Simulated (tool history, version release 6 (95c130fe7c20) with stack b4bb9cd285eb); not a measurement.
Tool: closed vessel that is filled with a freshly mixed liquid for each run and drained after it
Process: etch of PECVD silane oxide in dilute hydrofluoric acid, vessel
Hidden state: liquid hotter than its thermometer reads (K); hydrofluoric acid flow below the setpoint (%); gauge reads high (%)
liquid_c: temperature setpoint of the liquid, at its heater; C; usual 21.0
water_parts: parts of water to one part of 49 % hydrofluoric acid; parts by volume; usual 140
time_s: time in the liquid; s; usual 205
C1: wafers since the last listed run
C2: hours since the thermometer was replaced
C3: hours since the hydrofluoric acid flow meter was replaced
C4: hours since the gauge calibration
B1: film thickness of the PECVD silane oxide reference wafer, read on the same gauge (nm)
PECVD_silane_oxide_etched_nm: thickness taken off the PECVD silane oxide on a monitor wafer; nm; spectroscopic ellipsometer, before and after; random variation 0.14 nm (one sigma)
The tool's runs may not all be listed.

Run 1, hour 0.0: usual settings but water_parts 110 parts by volume; C1 0; C2 1092.3; C3 1217.7; C4 118.9; B1 30.01. Result: PECVD_silane_oxide_etched_nm 54.24 nm.
Run 2, hour 13.0: usual settings but water_parts 110 parts by volume; C1 1555; C2 1105.3; C3 1230.7; C4 131.9; B1 29.97. Result: PECVD_silane_oxide_etched_nm 54.34 nm.
Run 3, hour 23.1: usual settings but liquid_c 18.5 C, time_s 115 s; C1 1208; C2 1115.4; C3 1240.8; C4 142.0; B1 30.01. Result: PECVD_silane_oxide_etched_nm 20.88 nm.
Run 4, hour 40.2: usual settings but liquid_c 23.5 C; C1 2046; C2 1132.5; C3 1257.9; C4 159.1; B1 30.01. Result: PECVD_silane_oxide_etched_nm 45.58 nm.
Run 5, hour 56.6: usual settings; C1 1962; C2 1148.9; C3 1274.3; C4 175.5; B1 29.96. Result: PECVD_silane_oxide_etched_nm 41.17 nm.
Run 6, hour 68.6: usual settings; C1 1435; C2 1160.9; C3 1286.3; C4 187.5; B1 30.04. Result: PECVD_silane_oxide_etched_nm 41.25 nm.
Run 7, hour 78.1: usual settings; C1 1136; C2 1170.4; C3 1295.8; C4 197.0; B1 30.02. Result: PECVD_silane_oxide_etched_nm 41.06 nm.
Run 8, hour 85.6: usual settings; C1 897; C2 1177.9; C3 1303.3; C4 204.5; B1 29.99. Result: PECVD_silane_oxide_etched_nm 41.25 nm.
Run 9, hour 97.7: usual settings; C1 1447; C2 1190.0; C3 1315.4; C4 216.6; B1 29.98. Result: PECVD_silane_oxide_etched_nm 40.87 nm.
Run 10, hour 111.5: usual settings; C1 1651; C2 1203.8; C3 1329.2; C4 230.4; B1 30.03. Result: PECVD_silane_oxide_etched_nm 41.01 nm.
At hour 119.8: hydrofluoric acid flow meter replaced.
Run 11, hour 120.3: usual settings but liquid_c 17.0 C, water_parts 165 parts by volume, time_s 85 s; C1 933; C2 1212.6; C3 0.5; C4 239.2; B1 30.03. Result: PECVD_silane_oxide_etched_nm 11.62 nm.
Run 12, hour 128.8: usual settings; C1 1017; C2 1221.1; C3 9.0; C4 247.7; B1 30.00. Result: PECVD_silane_oxide_etched_nm 39.97 nm.
Run 13, hour 136.6: usual settings but time_s 300 s; C1 933; C2 1228.9; C3 16.8; C4 255.5; B1 30.00. Result: PECVD_silane_oxide_etched_nm 58.73 nm.
Run 14, hour 151.5: usual settings; C1 1782; C2 1243.8; C3 31.7; C4 270.4; B1 30.00. Result: PECVD_silane_oxide_etched_nm 39.92 nm.
At hour 159.9: thermometer replaced.
Run 15, hour 164.1: usual settings but liquid_c 17.0 C, water_parts 80 parts by volume, time_s 300 s; C1 1388; C2 4.2; C3 44.3; C4 283.0; B1 30.03. Result: PECVD_silane_oxide_etched_nm 93.04 nm.
Run 16, hour 179.4: usual settings but water_parts 170 parts by volume; C1 1830; C2 19.5; C3 59.6; C4 298.3; B1 29.97. Result: PECVD_silane_oxide_etched_nm 31.55 nm.
Run 17, hour 191.9: usual settings but water_parts 115 parts by volume; C1 1495; C2 32.0; C3 72.1; C4 310.8; B1 29.99. Result: PECVD_silane_oxide_etched_nm 49.95 nm.
Run 18, hour 200.5: usual settings but water_parts 190 parts by volume; C1 1029; C2 40.6; C3 80.7; C4 319.4; B1 29.99. Result: PECVD_silane_oxide_etched_nm 27.82 nm.
Run 19, hour 213.4: usual settings but liquid_c 17.0 C, water_parts 185 parts by volume, time_s 270 s; C1 1543; C2 53.5; C3 93.6; C4 332.3; B1 30.05. Result: PECVD_silane_oxide_etched_nm 32.49 nm.
Run 20, hour 220.2: usual settings but liquid_c 17.0 C, water_parts 80 parts by volume, time_s 300 s; C1 813; C2 60.3; C3 100.4; C4 339.1; B1 29.96. Result: PECVD_silane_oxide_etched_nm 92.32 nm.
At hour 224.8: gauge calibrated.
At hour 226.3: hydrofluoric acid flow meter replaced, repeated, since the last time left the tool worse.
Run 21, hour 233.1: usual settings but water_parts 200 parts by volume, time_s 105 s; C1 1423; C2 73.2; C3 6.8; C4 8.3; B1 29.99. Result: PECVD_silane_oxide_etched_nm 14.21 nm.
Run 22, hour 249.0: usual settings but water_parts 200 parts by volume; C1 1902; C2 89.1; C3 22.7; C4 24.2; B1 29.99. Result: PECVD_silane_oxide_etched_nm 27.81 nm.
Run 23, hour 264.0: usual settings but liquid_c 19.0 C, time_s 155 s; C1 1794; C2 104.1; C3 37.7; C4 39.2; B1 29.97. Result: PECVD_silane_oxide_etched_nm 29.55 nm.
Run 24, hour 281.9: usual settings; C1 2141; C2 122.0; C3 55.6; C4 57.1; B1 30.00. Result: PECVD_silane_oxide_etched_nm 42.26 nm.
Run 25, hour 290.9: usual settings but liquid_c 24.5 C, water_parts 170 parts by volume, time_s 140 s; C1 1076; C2 131.0; C3 64.6; C4 66.1; B1 30.02. Result: PECVD_silane_oxide_etched_nm 26.26 nm.
Run 26, hour 304.0: usual settings; C1 1567; C2 144.1; C3 77.7; C4 79.2; B1 29.95. Result: PECVD_silane_oxide_etched_nm 42.18 nm.
Run 27, hour 321.4: usual settings; C1 2082; C2 161.5; C3 95.1; C4 96.6; B1 29.97. Result: PECVD_silane_oxide_etched_nm 42.28 nm.
Run 28, hour 330.4: usual settings but liquid_c 19.5 C, water_parts 70 parts by volume, time_s 250 s; C1 1076; C2 170.5; C3 104.1; C4 105.6; B1 29.99. Result: PECVD_silane_oxide_etched_nm 104.70 nm.
Run 29, hour 345.5: usual settings; C1 1806; C2 185.6; C3 119.2; C4 120.7; B1 29.98. Result: PECVD_silane_oxide_etched_nm 42.14 nm.
Run 30, hour 354.8: usual settings but liquid_c 18.5 C, water_parts 85 parts by volume, time_s 330 s; C1 1112; C2 194.9; C3 128.5; C4 130.0; B1 29.96. Result: PECVD_silane_oxide_etched_nm 106.94 nm.
Run 31, hour 366.3: usual settings but liquid_c 19.5 C, water_parts 170 parts by volume, time_s 160 s; C1 1376; C2 206.4; C3 140.0; C4 141.5; B1 30.00. Result: PECVD_silane_oxide_etched_nm 24.88 nm.
Run 32, hour 380.9: usual settings; C1 1747; C2 221.0; C3 154.6; C4 156.1; B1 29.98. Result: PECVD_silane_oxide_etched_nm 42.07 nm.
Run 33, hour 398.5: usual settings; C1 2106; C2 238.6; C3 172.2; C4 173.7; B1 30.00. Result: PECVD_silane_oxide_etched_nm 42.22 nm.

4 ways to go on from here, each from the tool as it stands after run 33. What would each give?
Run A, hour 399.2: usual settings but time_s 275 s; C1 83; C2 239.3; C3 172.9; C4 174.4; B1 ?. Result: PECVD_silane_oxide_etched_nm ?.
Run B, hour 399.2: usual settings but water_parts 80 parts by volume; C1 83; C2 239.3; C3 172.9; C4 174.4; B1 ?. Result: PECVD_silane_oxide_etched_nm ?.
Run C, hour 399.2: usual settings but water_parts 175 parts by volume, time_s 250 s; C1 83; C2 239.3; C3 172.9; C4 174.4; B1 ?. Result: PECVD_silane_oxide_etched_nm ?.
Run D, hour 399.2: usual settings but liquid_c 18.0 C, water_parts 105 parts by volume, time_s 135 s; C1 83; C2 239.3; C3 172.9; C4 174.4; B1 ?. Result: PECVD_silane_oxide_etched_nm ?.

run     B1  PECVD_silane_oxide_etched_nm
  A  30.05                         56.70
  B  30.05                         79.20
  C  30.05                         39.72
  D  30.05                         34.12
Without the tool's hidden state the same runs would have given:
run  PECVD_silane_oxide_etched_nm
  A                         57.60
  B                         80.40
  C                         40.37
  D                         34.64
